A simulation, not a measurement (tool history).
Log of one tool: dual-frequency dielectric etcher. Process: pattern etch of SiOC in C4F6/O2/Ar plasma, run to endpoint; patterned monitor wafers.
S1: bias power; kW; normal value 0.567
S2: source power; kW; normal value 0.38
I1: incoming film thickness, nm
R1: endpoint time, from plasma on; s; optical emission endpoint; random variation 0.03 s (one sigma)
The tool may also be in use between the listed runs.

run 1 hour=0 | S1=0.617 S2=0.38 | I1=29.58 | R1=9.6
run 2 hour=55.3 | S1=0.567 S2=0.38 | I1=29.64 | R1=9.9
run 3 hour=108.6 | S1=0.567 S2=0.38 | I1=29.63 | R1=10
run 4 hour=151.6 | S1=0.567 S2=0.38 | I1=29.7 | R1=10
run 5 hour=331 | S1=0.567 S2=0.44 | I1=29.61 | R1=9.6
run 6 hour=377.7 | S1=0.567 S2=0.38 | I1=29.67 | R1=10
-- hour=417.3 wet clean of the chamber
run 7 hour=421.5 | S1=0.567 S2=0.38 | I1=29.73 | R1=9.9
run 8 hour=489 | S1=0.636 S2=0.38 | I1=29.62 | R1=9.5
run 9 hour=550 | S1=0.636 S2=0.38 | I1=29.39 | R1=9.5
run 10 hour=584.6 | S1=0.567 S2=0.38 | I1=29.76 | R1=10
-- hour=632.1 upper electrode replaced
run 11 hour=634.3 | S1=0.567 S2=0.38 | I1=29.89 | R1=10.1
run 12 hour=668.7 | S1=0.567 S2=0.38 | I1=29.72 | R1=9.9
run 13 hour=704.9 | S1=0.567 S2=0.38 | I1=29.61 | R1=9.9
-- hour=746.8 source power generator calibrated
run 14 hour=758.7 | S1=0.444 S2=0.45 | I1=29.81 | R1=10.4
-- hour=827.7 wet clean of the chamber
run 15 hour=828.2 | S1=0.567 S2=0.38 | I1=29.94 | R1=10
run 16 hour=849.2 | S1=0.567 S2=0.38 | I1=29.59 | R1=9.9
run 17 hour=920.2 | S1=0.635 S2=0.38 | I1=29.65 | R1=9.5
run 18 hour=952.3 | S1=0.446 S2=0.42 | I1=29.86 | R1=10.5
run 19 hour=1017.9 | S1=0.567 S2=0.38 | I1=29.61 | R1=9.9
run 20 hour=1059.2 | S1=0.567 S2=0.38 | I1=29.49 | R1=9.9
run 21 hour=1097.9 | S1=0.677 S2=0.46 | I1=29.75 | R1=8.9
-- hour=1124.7 bias power generator calibrated
run 22 hour=1142.8 | S1=0.45 S2=0.28 | I1=29.6 | R1=11.8
run 23 hour=1193.2 | S1=0.645 S2=0.48 | I1=29.5 | R1=8.8
run 24 hour=1244.2 | S1=0.476 S2=0.44 | I1=29.78 | R1=10.2
-- hour=1287.3 wet clean of the chamber
run 25 hour=1378.8 | S1=0.567 S2=0.42 | I1=29.93 | R1=9.7
run 26 hour=1420 | S1=0.5 S2=0.32 | I1=29.98 | R1=11

What if the next run were any one of these 5? Each begins from the tool's condition after run 26:
run A hour=1420.4 | S1=0.436 S2=0.38 | I1=29.77 | R1=?
run B hour=1420.4 | S1=0.659 S2=0.29 | I1=29.77 | R1=?
run C hour=1420.4 | S1=0.432 S2=0.44 | I1=29.77 | R1=?
run D hour=1420.4 | S1=0.567 S2=0.28 | I1=29.77 | R1=?
run E hour=1420.4 | S1=0.644 S2=0.47 | I1=29.77 | R1=?

run=A R1=10.9
run=B R1=10.2
run=C R1=10.4
run=D R1=10.8
run=E R1=8.9
Without the tool's hidden state the same runs would have given:
run=A R1=10.9
run=B R1=10.1
run=C R1=10.4
run=D R1=10.8
run=E R1=8.9
